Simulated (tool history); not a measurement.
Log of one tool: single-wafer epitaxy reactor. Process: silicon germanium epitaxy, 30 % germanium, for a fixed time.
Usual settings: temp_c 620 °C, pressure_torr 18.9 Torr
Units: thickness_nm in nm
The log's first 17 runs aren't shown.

run	hour	temp_c	pressure_torr	read-back reference wafer on the same gauge, thickness_nm	thickness_nm
# hour 762.2: gauge calibrated
# hour 802.7: showerhead replaced
18	810.9	625	15.5	92.784	81.262
19	876.7	615	21.2	92.594	77.491
20	920.5	620	18.9	92.526	80.092
21	961.7	627	21.0	92.565	92.876
22	1012.6	626	21.3	92.547	92.249
23	1064.8	620	21.6	92.643	83.699
24	1110.7	620	18.9	92.708	79.432
25	1142.3	635	15.2	92.579	92.939
26	1190.8	620	17.4	92.588	77.045
27	1253.7	614	17.1	92.504	68.884

Forecast run 28:
28	1298.6	620	18.9	?	?

Run 28 gave read-back reference wafer on the same gauge, thickness_nm 92.462, thickness_nm 78.844 nm.
Without the tool's hidden state the same run would have given thickness_nm 81.743 nm.

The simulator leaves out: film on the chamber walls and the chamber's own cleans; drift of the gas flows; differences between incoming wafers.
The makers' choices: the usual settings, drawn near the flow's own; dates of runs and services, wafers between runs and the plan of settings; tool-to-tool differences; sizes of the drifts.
